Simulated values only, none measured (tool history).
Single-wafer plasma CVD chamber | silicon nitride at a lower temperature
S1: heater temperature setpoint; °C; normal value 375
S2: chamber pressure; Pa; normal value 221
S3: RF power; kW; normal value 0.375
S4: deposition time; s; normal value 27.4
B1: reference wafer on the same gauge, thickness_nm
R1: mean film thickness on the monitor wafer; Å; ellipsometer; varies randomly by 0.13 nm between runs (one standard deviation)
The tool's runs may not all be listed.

run     day   S1   S2     S3    S4      B1      R1
  1       0  375  211  0.375  27.4  36.989  393.62
  2   1.779  375  221  0.375  27.4  36.992  399.26
  3   4.408  375  221  0.375  27.4  36.982  398.13
  4   5.408  375  221  0.375  27.4  36.962  397.92
  5   8.238  375  221  0.375  27.4  37.067  397.04
  6   9.517  375  221  0.335  27.4  37.065  377.99
     11.158  -- gauge calibrated
  7   11.45  375  221  0.335  27.4  37.001  376.38
  8  13.846  375  221  0.415  27.4  36.968  414.77
  9  14.962  375  221  0.415  27.4  37.033  416.51
     16.192  -- capacitance manometer re-zeroed and calibrated
     16.838  -- showerhead replaced
 10  17.696  375  243  0.375    24   37.03  369.17
     18.792  -- thermocouple changed; heater temperature recalibrated
     19.229  -- RF generator calibrated
 11  19.583  360  172  0.375  27.4  36.967  368.86
 12  20.621  375  181  0.375  32.5  37.039  443.01
 13  23.488  382  255  0.375  27.4  36.996  424.54
 14  25.646  375  199  0.375  25.2  37.082  358.29
 15  28.567  367  207  0.445  25.2  36.986  394.34
 16  31.246  380  221  0.445  27.4  36.959  434.13
 17  32.833  375  221  0.375  27.4  36.958  401.57
     35.242  -- gauge calibrated
 18  35.783  384  221  0.375  27.4   36.96  397.84

Each row is a separate what-if for the run after 18, all from the same tool condition, not one after another. Results?
  A  35.8  390  221  0.375  27.4   ?   ?
  B  35.8  368  256  0.375  29.3   ?   ?
  C  35.8  375  221  0.395  22.6   ?   ?
  D  35.8  363  184   0.34  24.7   ?   ?

run      B1      R1
  A  37.065   398.7
  B  37.065  453.78
  C  37.065  339.95
  D  37.065  322.54
Without the tool's hidden state the same runs would have given:
run      R1
  A  405.97
  B  461.64
  C  346.14
  D   328.7
